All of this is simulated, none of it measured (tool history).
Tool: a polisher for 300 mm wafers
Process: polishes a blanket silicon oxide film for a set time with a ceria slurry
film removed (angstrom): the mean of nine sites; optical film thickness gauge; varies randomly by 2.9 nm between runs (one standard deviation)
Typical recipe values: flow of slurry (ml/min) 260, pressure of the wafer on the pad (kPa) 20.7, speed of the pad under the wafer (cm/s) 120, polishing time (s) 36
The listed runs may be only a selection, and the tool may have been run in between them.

| run | hour | flow of slurry (ml/min) | pressure of the wafer on the pad (kPa) | speed of the pad under the wafer (cm/s) | polishing time (s) | incoming thickness of the incoming film, nm | film removed (angstrom) |
|---|---|---|---|---|---|---|---|
| 1 | 0 | 260 | 20.7 | 120 | 36 | 1353.1 | 1929 |
| 2 | 8.1 | 260 | 20.7 | 120 | 36 | 1375.8 | 1879 |
| 3 | 18.3 | 260 | 20.7 | 120 | 36 | 1363.4 | 1861 |
| 4 | 31.7 | 225 | 20.7 | 120 | 36 | 1362 | 1846 |
| 5 | 45.1 | 260 | 20.7 | 120 | 36 | 1373.5 | 1821 |
| 6 | 61.9 | 260 | 20.7 | 120 | 36 | 1360.8 | 1773 |
| 7 | 72 | 260 | 20.7 | 120 | 36 | 1346.8 | 1751 |
|  | 82 | worn pad replaced by a new one |
| 8 | 82.5 | 260 | 20.7 | 120 | 36 | 1344.2 | 1997 |
| 9 | 98.3 | 260 | 20.7 | 120 | 36 | 1347.2 | 1875 |
|  | 100.3 | slurry nozzle cleaned |
| 10 | 105.4 | 260 | 20.7 | 120 | 36 | 1363.3 | 1864 |
| 11 | 113.6 | 260 | 20.7 | 120 | 36 | 1360.3 | 1838 |
| 12 | 129.8 | 260 | 20.7 | 120 | 36 | 1354.7 | 1769 |
| 13 | 137.9 | 260 | 20.7 | 120 | 36 | 1371.9 | 1766 |
| 14 | 145.5 | 305 | 20.7 | 140 | 36 | 1358.8 | 2122 |
| 15 | 158.5 | 310 | 15.2 | 88 | 36 | 1340 | 997 |
|  | 167.9 | worn pad replaced by a new one |
| 16 | 173.7 | 260 | 20.7 | 120 | 36 | 1360.9 | 1987 |
| 17 | 181.9 | 175 | 20.7 | 120 | 26 | 1363.5 | 1359 |
| 18 | 189.7 | 260 | 20.7 | 88 | 36 | 1382.6 | 1408 |
|  | 202 | head pressure recalibrated |
| 19 | 205.2 | 190 | 17.9 | 136 | 36 | 1350.9 | 1833 |
| 20 | 211.7 | 260 | 20.7 | 120 | 36 | 1365.6 | 1882 |
| 21 | 226.9 | 260 | 20.7 | 120 | 36 | 1354.2 | 1815 |
| 22 | 240.3 | 260 | 20.7 | 120 | 36 | 1361.4 | 1811 |
| 23 | 257.2 | 260 | 20.7 | 120 | 36 | 1355.9 | 1763 |
|  | 261.8 | worn pad replaced by a new one |
| 24 | 267.4 | 260 | 20.7 | 144 | 36 | 1370.8 | 2430 |
| 25 | 276.5 | 260 | 17.2 | 120 | 47 | 1361.7 | 2178 |
| 26 | 292.4 | 260 | 24.8 | 94 | 36 | 1337.8 | 1730 |

3 options for the next run, each taken on its own from the tool as it stands now. Forecast them:
| A | 292.8 | 190 | 20.7 | 120 | 36 | 1354.4 | ? |
| B | 292.8 | 260 | 20.7 | 158 | 40 | 1354.4 | ? |
| C | 292.8 | 260 | 15.9 | 148 | 36 | 1354.4 | ? |

| run | film removed (angstrom) |
|---|---|
| A | 1805 |
| B | 2756 |
| C | 1872 |
What these runs would have given with no unlogged condition in the tool:
| run | film removed (angstrom) |
|---|---|
| A | 1909 |
| B | 2915 |
| C | 1980 |
